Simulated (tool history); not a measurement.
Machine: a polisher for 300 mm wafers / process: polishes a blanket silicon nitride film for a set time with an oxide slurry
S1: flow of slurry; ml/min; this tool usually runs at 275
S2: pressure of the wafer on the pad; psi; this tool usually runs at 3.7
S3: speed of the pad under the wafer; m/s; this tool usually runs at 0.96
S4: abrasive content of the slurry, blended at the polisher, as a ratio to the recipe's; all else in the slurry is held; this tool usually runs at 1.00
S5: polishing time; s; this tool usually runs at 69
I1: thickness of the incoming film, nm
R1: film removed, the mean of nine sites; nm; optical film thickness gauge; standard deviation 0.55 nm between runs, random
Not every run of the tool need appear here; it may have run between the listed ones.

run,day,S1,S2,S3,S4,S5,I1,R1
1,0.000,275,3.7,0.96,1.00,69,403.8,39.8
2,1.104,275,3.7,0.96,1.00,69,401.0,39.0
3,2.229,275,3.7,0.96,1.00,69,397.4,38.0
# day 2.792: worn pad replaced by a new one
4,3.396,275,2.9,1.22,1.00,69,394.9,42.4
5,4.638,275,2.9,1.22,1.00,69,395.7,41.2
# day 4.804: slurry blender recalibrated
6,5.954,275,2.9,1.22,1.00,69,401.2,40.6
# day 6.608: worn pad replaced by a new one
7,7.375,275,3.7,0.86,1.00,69,399.7,32.3
8,8.075,275,3.7,0.86,1.00,69,408.0,31.8
# day 8.725: slurry nozzle cleaned
9,9.204,275,3.7,0.96,1.00,69,403.9,34.6
# day 9.650: worn pad replaced by a new one, repeated, since the last time left the tool worse
# day 10.158: slurry blender recalibrated
10,10.196,275,3.7,0.96,1.00,78,398.6,46.3
11,10.933,275,3.7,0.96,1.00,69,398.7,39.3
12,11.671,275,3.7,0.86,1.00,69,396.6,36.2
13,12.758,275,3.7,0.96,1.00,69,398.1,39.1
14,13.446,275,3.7,1.26,1.15,69,402.7,53.0
# day 13.879: worn pad replaced by a new one
# day 14.588: head pressure recalibrated
15,14.750,275,4.1,1.08,0.75,69,398.6,37.2
# day 15.033: slurry blender recalibrated
16,16.133,275,4.9,0.96,1.00,69,398.6,48.5
17,16.642,215,3.7,1.28,1.00,69,401.8,47.1
# day 17.325: conditioning disc replaced and pad reconditioned
18,17.696,275,3.7,0.96,0.75,78,399.3,35.8
19,18.283,275,3.7,0.82,1.00,51,401.0,25.4
# day 18.529: worn pad replaced by a new one
# day 19.296: slurry blender recalibrated
20,19.692,275,3.7,0.96,0.85,79,400.4,41.9
21,20.725,370,4.5,1.24,1.20,69,394.3,61.6
22,21.708,360,3.7,0.96,0.85,69,392.1,35.9

Hidden state or all else? Some run-to-run changes of R1, split into what the settings, what came in and random variation would give without the hidden state, and what is left for the hidden state (with any gauge scatter that isn't in both results):
Hidden state at play: removal rate lost through wear of the pad, %; slurry flow missing at the pad, %; deviation of the head's pressure from its setpoint, %; abrasive missing from the slurry, %; time polished since the conditioner stopped cutting, s.
Run 6 -> 7: S2 2.9 -> 3.7, S3 1.22 -> 0.86, worn pad replaced by a new one. R1 -8.3 nm: hidden state -3.0, all else -5.3.
Run 9 -> 10: S5 69 -> 78, worn pad replaced by a new one, repeated, since the last time left the tool worse, slurry blender recalibrated. R1 +11.7 nm: hidden state +6.4, all else +5.3.
Run 20 -> 21: S1 275 -> 370, S2 3.7 -> 4.5, S3 0.96 -> 1.24, S4 0.85 -> 1.20, S5 79 -> 69. R1 +19.7 nm: hidden state -1.9, all else +21.6.
Run 21 -> 22: S1 370 -> 360, S2 4.5 -> 3.7, S3 1.24 -> 0.96, S4 1.20 -> 0.85. R1 -25.7 nm: hidden state +1.2, all else -26.9.
